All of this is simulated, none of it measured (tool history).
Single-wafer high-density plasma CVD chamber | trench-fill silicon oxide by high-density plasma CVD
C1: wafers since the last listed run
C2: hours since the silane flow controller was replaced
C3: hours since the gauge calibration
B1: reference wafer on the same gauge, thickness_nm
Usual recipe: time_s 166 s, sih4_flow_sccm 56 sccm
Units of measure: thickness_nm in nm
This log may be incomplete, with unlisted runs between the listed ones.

run 1 day=0.000 | time_s=166 sih4_flow_sccm=56 | C1=0 C2=274.6 C3=208.3 | B1=917.844 | thickness_nm=1000.636
run 2 day=3.042 | time_s=166 sih4_flow_sccm=56 | C1=787 C2=347.6 C3=281.3 | B1=918.621 | thickness_nm=996.627
run 3 day=7.529 | time_s=166 sih4_flow_sccm=56 | C1=1162 C2=455.3 C3=389.0 | B1=918.235 | thickness_nm=996.871
run 4 day=10.571 | time_s=166 sih4_flow_sccm=51 | C1=787 C2=528.3 C3=462.0 | B1=917.866 | thickness_nm=915.637
run 5 day=12.846 | time_s=166 sih4_flow_sccm=51 | C1=589 C2=582.9 C3=516.6 | B1=917.530 | thickness_nm=915.062
run 6 day=16.029 | time_s=166 sih4_flow_sccm=48 | C1=824 C2=659.3 C3=593.0 | B1=917.790 | thickness_nm=862.671
run 7 day=26.829 | time_s=166 sih4_flow_sccm=48 | C1=2797 C2=918.5 C3=852.2 | B1=917.873 | thickness_nm=866.633
run 8 day=28.450 | time_s=166 sih4_flow_sccm=56 | C1=419 C2=957.4 C3=891.1 | B1=917.842 | thickness_nm=1011.809
run 9 day=32.312 | time_s=166 sih4_flow_sccm=56 | C1=1000 C2=1050.1 C3=983.8 | B1=917.505 | thickness_nm=1012.438
run 10 day=33.908 | time_s=179 sih4_flow_sccm=56 | C1=413 C2=1088.4 C3=1022.1 | B1=918.695 | thickness_nm=1094.812
run 11 day=36.721 | time_s=179 sih4_flow_sccm=56 | C1=728 C2=1155.9 C3=1089.6 | B1=917.458 | thickness_nm=1094.329
run 12 day=39.233 | time_s=166 sih4_flow_sccm=56 | C1=650 C2=1216.2 C3=1149.9 | B1=917.676 | thickness_nm=1017.713
run 13 day=42.408 | time_s=166 sih4_flow_sccm=56 | C1=822 C2=1292.4 C3=1226.1 | B1=918.185 | thickness_nm=1017.665
run 14 day=44.154 | time_s=141 sih4_flow_sccm=56 | C1=452 C2=1334.3 C3=1268.0 | B1=918.586 | thickness_nm=865.674
run 15 day=46.804 | time_s=166 sih4_flow_sccm=56 | C1=686 C2=1397.9 C3=1331.6 | B1=918.099 | thickness_nm=1021.045
run 16 day=50.779 | time_s=166 sih4_flow_sccm=56 | C1=1029 C2=1493.3 C3=1427.0 | B1=917.665 | thickness_nm=1021.960
run 17 day=53.567 | time_s=194 sih4_flow_sccm=56 | C1=722 C2=1560.2 C3=1493.9 | B1=918.658 | thickness_nm=1196.010
run 18 day=55.342 | time_s=166 sih4_flow_sccm=45 | C1=459 C2=1602.8 C3=1536.5 | B1=917.979 | thickness_nm=821.408
run 19 day=59.450 | time_s=182 sih4_flow_sccm=56 | C1=1064 C2=1701.4 C3=1635.1 | B1=918.045 | thickness_nm=1125.100
-- day=61.029 silane flow controller replaced
-- day=62.042 gauge calibrated
run 20 day=63.758 | time_s=166 sih4_flow_sccm=56 | C1=1029 C2=65.5 C3=41.2 | B1=917.959 | thickness_nm=997.194
run 21 day=66.692 | time_s=166 sih4_flow_sccm=53 | C1=759 C2=135.9 C3=111.6 | B1=918.286 | thickness_nm=951.503
run 22 day=70.929 | time_s=149 sih4_flow_sccm=56 | C1=1097 C2=237.6 C3=213.3 | B1=918.649 | thickness_nm=896.449
run 23 day=72.675 | time_s=147 sih4_flow_sccm=66 | C1=452 C2=279.5 C3=255.2 | B1=919.170 | thickness_nm=1049.940
run 24 day=75.646 | time_s=166 sih4_flow_sccm=56 | C1=769 C2=350.8 C3=326.5 | B1=918.255 | thickness_nm=1002.624
run 25 day=78.958 | time_s=166 sih4_flow_sccm=48 | C1=858 C2=430.3 C3=406.0 | B1=917.830 | thickness_nm=863.346
run 26 day=81.325 | time_s=191 sih4_flow_sccm=52 | C1=613 C2=487.1 C3=462.8 | B1=918.388 | thickness_nm=1070.676
run 27 day=84.358 | time_s=155 sih4_flow_sccm=64 | C1=785 C2=559.9 C3=535.6 | B1=918.432 | thickness_nm=1075.404
run 28 day=87.708 | time_s=179 sih4_flow_sccm=56 | C1=867 C2=640.3 C3=616.0 | B1=918.000 | thickness_nm=1084.587

State the hidden condition of the tool at each of the runs:
gauge reads high (%): 0 on each run
H1: delivered silane flow above the setpoint (%)
run=1 H1=0.218
run=2 H1=0.348
run=3 H1=0.541
run=4 H1=0.671
run=5 H1=0.768
run=6 H1=0.905
run=7 H1=1.37
run=8 H1=1.44
run=9 H1=1.6
run=10 H1=1.67
run=11 H1=1.79
run=12 H1=1.9
run=13 H1=2.03
run=14 H1=2.11
run=15 H1=2.22
run=16 H1=2.39
run=17 H1=2.51
run=18 H1=2.59
run=19 H1=2.76
run=20 H1=0.152
run=21 H1=0.277
run=22 H1=0.459
run=23 H1=0.534
run=24 H1=0.661
run=25 H1=0.803
run=26 H1=0.904
run=27 H1=1.03
run=28 H1=1.18

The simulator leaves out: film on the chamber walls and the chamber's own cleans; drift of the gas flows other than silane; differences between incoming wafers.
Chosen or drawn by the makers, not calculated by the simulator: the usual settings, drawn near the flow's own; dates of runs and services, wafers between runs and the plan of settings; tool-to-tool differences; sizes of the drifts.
